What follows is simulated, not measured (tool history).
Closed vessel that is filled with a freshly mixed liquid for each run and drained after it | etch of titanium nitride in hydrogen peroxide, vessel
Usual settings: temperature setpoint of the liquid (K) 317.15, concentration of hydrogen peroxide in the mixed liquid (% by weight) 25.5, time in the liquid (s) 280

| run | hour | temperature setpoint of the liquid (K) | concentration of hydrogen peroxide in the mixed liquid (% by weight) | time in the liquid (s) | wafers since the last listed run | hours since the thermometer was replaced | hours since the peroxide flow meter was replaced | hours since the drum of peroxide was connected | hours since the gauge calibration | read-back film thickness of the titanium nitride reference wafer, read on the same gauge (nm) | thickness taken off the titanium nitride on a monitor wafer (nm) |
|---|---|---|---|---|---|---|---|---|---|---|---|
| 1 | 0 | 317.15 | 25.5 | 280 | 0 | 2911.3 | 752.2 | 301.8 | 179.1 | 50 | 20.09 |
| 2 | 9 | 317.15 | 25.5 | 280 | 629 | 2920.3 | 761.2 | 310.8 | 188.1 | 50 | 20.01 |
| 3 | 26.9 | 317.15 | 25.5 | 280 | 1251 | 2938.2 | 779.1 | 328.7 | 206 | 49.99 | 19.78 |
| 4 | 41 | 317.15 | 25.5 | 280 | 985 | 2952.3 | 793.2 | 342.8 | 220.1 | 50.03 | 19.75 |
| 5 | 56.6 | 317.15 | 25.5 | 280 | 1090 | 2967.9 | 808.8 | 358.4 | 235.7 | 49.98 | 20 |
| 6 | 69.4 | 317.15 | 25.5 | 280 | 894 | 2980.7 | 821.6 | 371.2 | 248.5 | 50 | 19.86 |
| 7 | 82.2 | 317.15 | 25.5 | 280 | 894 | 2993.5 | 834.4 | 384 | 261.3 | 49.99 | 20.06 |
| 8 | 99.9 | 313.15 | 29.5 | 225 | 1237 | 3011.2 | 852.1 | 401.7 | 279 | 50.02 | 12.36 |
| 9 | 116.3 | 322.65 | 22 | 170 | 1146 | 3027.6 | 868.5 | 418.1 | 295.4 | 49.98 | 17.38 |
| 10 | 124 | 314.15 | 19 | 135 | 538 | 3035.3 | 876.2 | 425.8 | 303.1 | 50 | 7.3 |
| 11 | 139 | 322.65 | 22 | 170 | 1048 | 3050.3 | 891.2 | 440.8 | 318.1 | 49.99 | 17.55 |
| 12 | 173.2 | 326.65 | 30 | 170 | 2391 | 3084.5 | 925.4 | 475 | 352.3 | 49.99 | 24.8 |
|  | 183.5 | thermometer replaced |
| 13 | 190.7 | 320.65 | 25.5 | 280 | 1153 | 7.2 | 942.9 | 492.5 | 369.8 | 50 | 20.85 |
| 14 | 201.7 | 317.15 | 25.5 | 280 | 769 | 18.2 | 953.9 | 503.5 | 380.8 | 49.99 | 16.05 |
| 15 | 215.2 | 312.65 | 30 | 280 | 943 | 31.7 | 967.4 | 517 | 394.3 | 50.06 | 11.91 |
| 16 | 226.5 | 310.15 | 28 | 170 | 790 | 43 | 978.7 | 528.3 | 405.6 | 50.02 | 5.85 |
| 17 | 259.3 | 321.15 | 20.5 | 160 | 2293 | 75.8 | 1011.5 | 561.1 | 438.4 | 50 | 11.94 |
|  | 262.9 | peroxide flow meter replaced |
| 18 | 269.2 | 308.15 | 21.5 | 410 | 622 | 85.7 | 6.3 | 571 | 448.3 | 49.97 | 11.55 |
|  | 284 | new drum of peroxide connected |
| 19 | 285.4 | 322.15 | 30 | 180 | 1062 | 101.9 | 22.5 | 1.4 | 464.5 | 50.01 | 15.79 |
|  | 286.7 | gauge calibrated |
| 20 | 296.1 | 317.15 | 30 | 355 | 748 | 112.6 | 33.2 | 12.1 | 9.4 | 50.03 | 21.38 |
| 21 | 312.2 | 322.65 | 23 | 420 | 1125 | 128.7 | 49.3 | 28.2 | 25.5 | 49.99 | 35.85 |
| 22 | 322.2 | 317.15 | 25.5 | 280 | 699 | 138.7 | 59.3 | 38.2 | 35.5 | 50.02 | 16.49 |
| 23 | 332.1 | 324.65 | 25.5 | 280 | 692 | 148.6 | 69.2 | 48.1 | 45.4 | 50 | 28.66 |
| 24 | 347.1 | 325.15 | 30 | 395 | 1048 | 163.6 | 84.2 | 63.1 | 60.4 | 49.98 | 42.92 |
| 25 | 360 | 317.15 | 25.5 | 280 | 901 | 176.5 | 97.1 | 76 | 73.3 | 50.04 | 16.15 |
| 26 | 367.4 | 317.15 | 25.5 | 280 | 517 | 183.9 | 104.5 | 83.4 | 80.7 | 50.03 | 16.36 |
| 27 | 384.7 | 324.65 | 25.5 | 280 | 1209 | 201.2 | 121.8 | 100.7 | 98 | 50 | 28.19 |
| 28 | 397.1 | 317.15 | 25.5 | 280 | 866 | 213.6 | 134.2 | 113.1 | 110.4 | 49.99 | 16.38 |
| 29 | 413.5 | 317.15 | 25.5 | 280 | 1146 | 230 | 150.6 | 129.5 | 126.8 | 50 | 16.31 |

Measured less the same run without the tool's hidden state. The same run-to-run variation is in both; the gauge's scatter may not be:
The hidden state here: liquid hotter than its thermometer reads (K); peroxide flow below the setpoint (%); peroxide weaker than its label (%); gauge reads high (%).
| run | thickness taken off the titanium nitride on a monitor wafer (nm) |
|---|---|
| 1 | +3.78 |
| 2 | +3.77 |
| 3 | +3.74 |
| 4 | +3.75 |
| 5 | +3.82 |
| 6 | +3.81 |
| 7 | +3.85 |
| 8 | +2.44 |
| 9 | +3.27 |
| 10 | +1.45 |
| 11 | +3.32 |
| 12 | +4.63 |
| 13 | +0.06 |
| 14 | +0.06 |
| 15 | +0.05 |
| 16 | +0.03 |
| 17 | +0.09 |
| 18 | +0.1 |
| 19 | +0.14 |
| 20 | +0.2 |
| 21 | +0.39 |
| 22 | +0.2 |
| 23 | +0.33 |
| 24 | +0.55 |
| 25 | +0.23 |
| 26 | +0.23 |
| 27 | +0.42 |
| 28 | +0.27 |
| 29 | +0.28 |

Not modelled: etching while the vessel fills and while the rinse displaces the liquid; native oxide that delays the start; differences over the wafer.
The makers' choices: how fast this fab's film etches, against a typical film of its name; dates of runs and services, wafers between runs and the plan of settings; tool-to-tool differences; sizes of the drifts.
